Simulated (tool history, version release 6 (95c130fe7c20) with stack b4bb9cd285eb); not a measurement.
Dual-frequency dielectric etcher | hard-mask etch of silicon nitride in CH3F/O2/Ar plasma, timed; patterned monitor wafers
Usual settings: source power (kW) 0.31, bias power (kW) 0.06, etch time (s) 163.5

run    hour  source power (kW)  bias power (kW)  etch time (s)  read-back reference wafer on the same gauge, depth_nm  mean etch depth across the wafer (Å)
  1       0               0.31             0.06          163.5                                                    103                                   900
  2    87.8               0.31             0.06          163.5                                                  102.6                                   915
  3   168.4               0.31            0.069            131                                                  102.4                                   750
  4   259.7               0.31             0.07          163.5                                                  102.1                                   929
  5   323.2               0.31             0.07          163.5                                                  102.3                                   939
        439  -- wet clean of the chamber
  6   441.8               0.31             0.07          163.5                                                  102.4                                   925
  7   524.3               0.31            0.072          163.5                                                  101.8                                   934
  8   743.2               0.31             0.06          163.5                                                  101.1                                   888
  9   830.7               0.31             0.06          163.5                                                  101.3                                   890
 10   897.1               0.24             0.05            194                                                    101                                   888
      922.7  -- source power generator calibrated
      959.9  -- gauge calibrated
 11   984.3               0.31             0.06          163.5                                                  108.1                                   942
 12  1042.8               0.39            0.051          163.5                                                  107.8                                  1040
     1258.5  -- wet clean of the chamber
     1297.2  -- upper electrode replaced
 13  1355.4               0.28            0.047          163.5                                                  107.5                                   859
 14  1420.8               0.34            0.048            185                                                    107                                  1085
     1476.8  -- bias power generator calibrated
 15    1740               0.25             0.06            182                                                  106.5                                   936
 16  1822.4               0.28            0.047          163.5                                                  106.7                                   850
 17  1872.7               0.26             0.06          163.5                                                  106.6                                   855
 18    1917               0.31             0.06          163.5                                                  106.7                                   931
 19  1965.2               0.26            0.048          201.5                                                  105.8                                  1002
 20  2004.4               0.34             0.07            116                                                  106.1                                   718
     2085.4  -- wet clean of the chamber
 21  2085.9               0.36            0.065            120                                                  105.7                                   753
 22  2116.7               0.27             0.06          163.5                                                  105.6                                   857
 23  2181.7               0.31            0.072          146.5                                                  105.6                                   864
 24  2504.3               0.36            0.065            120                                                  104.9                                   739
 25  2549.5               0.37             0.06          197.5                                                    105                                  1224
 26  2628.9               0.31             0.06          163.5                                                  104.8                                   940
     2728.2  -- wet clean of the chamber
 27  2731.9               0.31            0.049          204.5                                                  104.5                                  1107
 28  2832.8               0.31            0.047          163.5                                                  104.7                                   877

5 ways to go on from here, each from the tool as it stands after run 28. What would each give?
  A  2833.3               0.36             0.06          163.5                                                      ?                                     ?
  B  2833.3               0.31            0.065          124.5                                                      ?                                     ?
  C  2833.3               0.37            0.052          163.5                                                      ?                                     ?
  D  2833.3               0.24            0.067          212.5                                                      ?                                     ?
  E  2833.3               0.31             0.05            197                                                      ?                                     ?

run  read-back reference wafer on the same gauge, depth_nm  mean etch depth across the wafer (Å)
  A                                                  104.3                                   994
  B                                                  104.3                                   711
  C                                                  104.3                                   981
  D                                                  104.3                                  1058
  E                                                  104.3                                  1069
Without the tool's hidden state the same runs would have given:
run  mean etch depth across the wafer (Å)
  A                                  1032
  B                                   739
  C                                  1018
  D                                  1098
  E                                  1110
